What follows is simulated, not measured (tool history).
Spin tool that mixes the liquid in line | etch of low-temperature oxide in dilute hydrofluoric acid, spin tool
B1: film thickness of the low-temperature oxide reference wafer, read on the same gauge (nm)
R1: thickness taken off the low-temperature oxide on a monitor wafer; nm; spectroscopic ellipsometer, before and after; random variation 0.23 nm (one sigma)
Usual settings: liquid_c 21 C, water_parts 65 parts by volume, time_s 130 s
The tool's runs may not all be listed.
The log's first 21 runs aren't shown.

Run 22, hour 1532.9: usual settings but water_parts 55 parts by volume; B1 90.02. Result: R1 33.75 nm.
Run 23, hour 1563.5: usual settings; B1 90.02. Result: R1 28.87 nm.
At hour 1580.3: hydrofluoric acid flow meter replaced.
Run 24, hour 1619.4: usual settings; B1 89.97. Result: R1 26.56 nm.
Run 25, hour 1731.9: usual settings but liquid_c 17 C, time_s 180 s; B1 90.02. Result: R1 31.73 nm.
Run 26, hour 1799.2: usual settings; B1 90.02. Result: R1 27.51 nm.
Run 27, hour 1837.1: usual settings but liquid_c 17 C, water_parts 80 parts by volume, time_s 85 s; B1 89.99. Result: R1 12.23 nm.
Run 28, hour 2002: usual settings but liquid_c 25.5 C, water_parts 80 parts by volume; B1 90. Result: R1 26.75 nm.
At hour 2063: hydrofluoric acid flow meter replaced.
Run 29, hour 2066.9: usual settings but liquid_c 17 C, water_parts 35 parts by volume, time_s 200 s; B1 89.97. Result: R1 66.95 nm.
Run 30, hour 2131.2: usual settings but water_parts 40 parts by volume, time_s 95 s; B1 90. Result: R1 33.22 nm.
Run 31, hour 2196.1: usual settings but liquid_c 17 C, water_parts 40 parts by volume; B1 90. Result: R1 38.61 nm.

Forecast each of these 4 alternatives for the next run:
Run A, hour 2196.6: usual settings but time_s 75 s; B1 ?. Result: R1 ?.
Run B, hour 2196.6: usual settings but liquid_c 18.5 C, water_parts 85 parts by volume, time_s 180 s; B1 ?. Result: R1 ?.
Run C, hour 2196.6: usual settings but time_s 165 s; B1 ?. Result: R1 ?.
Run D, hour 2196.6: usual settings but liquid_c 17.5 C, water_parts 45 parts by volume; B1 ?. Result: R1 ?.

run     B1     R1
  A  89.97  15.71
  B  89.97  25.39
  C  89.97  34.57
  D  89.97  34.68
Without the tool's hidden state the same runs would have given:
run     R1
  A  15.36
  B  24.81
  C  33.79
  D  33.92
